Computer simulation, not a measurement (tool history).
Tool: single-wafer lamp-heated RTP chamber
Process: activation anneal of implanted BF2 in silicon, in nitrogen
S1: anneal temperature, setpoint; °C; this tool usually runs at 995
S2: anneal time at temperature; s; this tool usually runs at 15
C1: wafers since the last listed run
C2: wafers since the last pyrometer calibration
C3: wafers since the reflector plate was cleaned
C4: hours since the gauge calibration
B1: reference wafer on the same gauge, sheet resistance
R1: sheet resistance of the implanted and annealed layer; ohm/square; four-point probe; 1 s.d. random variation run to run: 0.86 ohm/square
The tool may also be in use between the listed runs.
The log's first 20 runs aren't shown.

run,hour,S1,S2,C1,C2,C3,C4,B1,R1
21,1606,967,15,897,2084,4985,2444.2,200.82,224.42
22,1713.6,977,10,961,3046,5946,2551.8,201.04,217.14
# hour 1785.8: reflector plate cleaned
23,1806.5,983,21,758,3805,184,2644.7,201.17,189.39
24,1894.8,995,15,789,4594,974,2733,200.99,179.38
25,1992.4,972,12,872,5466,1846,2830.6,201,216.01
# hour 2090.6: pyrometer window cleaned and pyrometer calibrated
26,2091.1,995,15,810,4,2657,2929.3,200.99,183.92
27,2150.7,995,15,532,536,3189,2988.9,201.12,184.97
# hour 2428.2: reflector plate cleaned
28,2470.8,995,15,2789,3326,380,3309,200.84,180.21
# hour 2509: gauge calibrated
29,2542.9,995,15,644,3970,1025,33.9,201.09,181.31
30,2642.8,995,15,892,4863,1918,133.8,200.91,179.9
31,2696.3,981,18,478,5341,2396,187.3,201.11,194.86
# hour 2761.3: pyrometer window cleaned and pyrometer calibrated
32,2798.7,995,15,843,334,3239,289.7,201.07,183.71
33,2850.8,1008,8,465,800,3705,341.8,201.07,182.43
34,3106.4,967,21,2284,3084,5990,597.4,200.83,216.04
35,3194.4,978,8,786,3871,6776,685.4,200.98,215
# hour 3216.9: reflector plate cleaned
36,3405.2,977,15,1812,5683,1683,896.2,201.05,201.22
37,3487.6,979,23,736,6420,2419,978.6,201.17,186.23

Forecast each of these 3 alternatives for the next run:
A,3488,975,15,3,6423,2423,979,?,?
B,3488,1014,15,3,6423,2423,979,?,?
C,3488,965,12,3,6423,2423,979,?,?

run,B1,R1
A,200.95,200.46
B,200.95,149.83
C,200.95,219.89
Take away the tool's hidden state, keep each run's random variation, and the runs would have read:
run,R1
A,212.7
B,158.76
C,232.26
